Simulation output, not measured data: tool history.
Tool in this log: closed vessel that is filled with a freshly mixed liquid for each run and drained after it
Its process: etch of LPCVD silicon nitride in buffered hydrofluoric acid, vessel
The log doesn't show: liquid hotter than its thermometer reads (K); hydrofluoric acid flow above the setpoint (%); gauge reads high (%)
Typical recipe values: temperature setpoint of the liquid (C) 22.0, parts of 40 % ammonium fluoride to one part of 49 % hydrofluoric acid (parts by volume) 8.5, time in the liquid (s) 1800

| run | hour | temperature setpoint of the liquid (C) | parts of 40 % ammonium fluoride to one part of 49 % hydrofluoric acid (parts by volume) | time in the liquid (s) | wafers since the last listed run | hours since the thermometer was replaced | hours since the hydrofluoric acid flow meter was replaced | hours since the gauge calibration | read-back film thickness of the LPCVD silicon nitride reference wafer, read on the same gauge (nm) | thickness taken off the LPCVD silicon nitride on a monitor wafer (angstrom) |
|---|---|---|---|---|---|---|---|---|---|---|
| 1 | 0.0 | 22.0 | 8.5 | 1800 | 0 | 472.8 | 342.1 | 1255.0 | 40.00 | 301.0 |
| 2 | 68.9 | 22.0 | 7.0 | 1800 | 3766 | 541.7 | 411.0 | 1323.9 | 40.00 | 379.8 |
| 3 | 136.9 | 22.0 | 8.5 | 2240 | 3717 | 609.7 | 479.0 | 1391.9 | 40.01 | 391.0 |
| 4 | 176.3 | 22.0 | 8.5 | 2240 | 2153 | 649.1 | 518.4 | 1431.3 | 39.98 | 399.0 |
| 5 | 213.9 | 22.0 | 8.5 | 2240 | 2055 | 686.7 | 556.0 | 1468.9 | 39.99 | 394.8 |
|  | 279.4 | hydrofluoric acid flow meter replaced |
| 6 | 295.7 | 22.0 | 8.5 | 1800 | 4416 | 768.5 | 16.3 | 1550.7 | 40.03 | 299.2 |
| 7 | 334.9 | 22.0 | 8.5 | 1800 | 2142 | 807.7 | 55.5 | 1589.9 | 39.99 | 297.2 |
| 8 | 404.1 | 22.0 | 8.5 | 1800 | 3782 | 876.9 | 124.7 | 1659.1 | 40.01 | 303.2 |
| 9 | 453.5 | 24.0 | 8.5 | 1800 | 2700 | 926.3 | 174.1 | 1708.5 | 40.02 | 341.5 |
| 10 | 508.1 | 22.0 | 8.5 | 1800 | 2984 | 980.9 | 228.7 | 1763.1 | 40.00 | 309.7 |
| 11 | 561.3 | 22.0 | 8.5 | 1800 | 2908 | 1034.1 | 281.9 | 1816.3 | 40.02 | 315.6 |
| 12 | 613.4 | 22.0 | 8.5 | 1800 | 2848 | 1086.2 | 334.0 | 1868.4 | 40.03 | 313.9 |
| 13 | 705.9 | 22.0 | 8.5 | 1800 | 5056 | 1178.7 | 426.5 | 1960.9 | 39.96 | 320.0 |
| 14 | 744.6 | 22.0 | 8.5 | 1020 | 2115 | 1217.4 | 465.2 | 1999.6 | 40.00 | 182.2 |
| 15 | 799.7 | 22.0 | 10.0 | 2275 | 3012 | 1272.5 | 520.3 | 2054.7 | 39.99 | 353.7 |
| 16 | 881.0 | 20.0 | 8.5 | 2070 | 4444 | 1353.8 | 601.6 | 2136.0 | 39.98 | 337.8 |
|  | 896.3 | hydrofluoric acid flow meter replaced |
|  | 914.6 | gauge calibrated |
| 17 | 961.8 | 20.0 | 12.0 | 2345 | 4362 | 1434.6 | 65.5 | 47.2 | 40.02 | 267.7 |
| 18 | 1018.2 | 22.0 | 8.5 | 1800 | 3083 | 1491.0 | 121.9 | 103.6 | 40.01 | 316.2 |
| 19 | 1080.1 | 22.0 | 8.5 | 2480 | 3383 | 1552.9 | 183.8 | 165.5 | 40.00 | 441.6 |
|  | 1153.2 | thermometer replaced |
| 20 | 1244.2 | 19.5 | 6.0 | 2360 | 8915 | 91.0 | 347.9 | 329.6 | 40.02 | 473.5 |
| 21 | 1337.9 | 22.0 | 8.5 | 1800 | 5122 | 184.7 | 441.6 | 423.3 | 40.00 | 302.1 |
| 22 | 1405.6 | 22.0 | 11.0 | 1800 | 3700 | 252.4 | 509.3 | 491.0 | 40.05 | 238.9 |
|  | 1411.3 | hydrofluoric acid flow meter replaced |
| 23 | 1489.8 | 23.5 | 6.5 | 1800 | 4548 | 336.6 | 78.5 | 575.2 | 40.00 | 416.9 |
| 24 | 1544.5 | 22.0 | 8.5 | 1800 | 2990 | 391.3 | 133.2 | 629.9 | 39.99 | 297.9 |
| 25 | 1646.8 | 26.5 | 8.5 | 2675 | 5592 | 493.6 | 235.5 | 732.2 | 40.00 | 572.2 |
| 26 | 1751.9 | 23.5 | 10.0 | 2225 | 5745 | 598.7 | 340.6 | 837.3 | 40.03 | 353.7 |
| 27 | 1853.7 | 22.0 | 8.5 | 2480 | 5564 | 700.5 | 442.4 | 939.1 | 40.01 | 433.2 |
| 28 | 1921.8 | 22.0 | 8.5 | 1800 | 3722 | 768.6 | 510.5 | 1007.2 | 40.01 | 309.4 |
| 29 | 1985.2 | 22.0 | 8.5 | 1800 | 3465 | 832.0 | 573.9 | 1070.6 | 40.01 | 324.2 |

What if the next run were any one of these 4? Each begins from the tool's condition after run 29:
| A | 1986.4 | 22.0 | 8.5 | 1800 | 65 | 833.2 | 575.1 | 1071.8 | ? | ? |
| B | 1986.4 | 22.0 | 8.5 | 1025 | 65 | 833.2 | 575.1 | 1071.8 | ? | ? |
| C | 1986.4 | 20.0 | 8.5 | 920 | 65 | 833.2 | 575.1 | 1071.8 | ? | ? |
| D | 1986.4 | 26.0 | 8.5 | 2205 | 65 | 833.2 | 575.1 | 1071.8 | ? | ? |

| run | read-back film thickness of the LPCVD silicon nitride reference wafer, read on the same gauge (nm) | thickness taken off the LPCVD silicon nitride on a monitor wafer (angstrom) |
|---|---|---|
| A | 39.99 | 322.9 |
| B | 39.99 | 183.9 |
| C | 39.99 | 147.8 |
| D | 39.99 | 491.1 |
With no hidden state in the tool, these same runs would have given:
| run | thickness taken off the LPCVD silicon nitride on a monitor wafer (angstrom) |
|---|---|
| A | 285.2 |
| B | 162.4 |
| C | 130.4 |
| D | 434.4 |
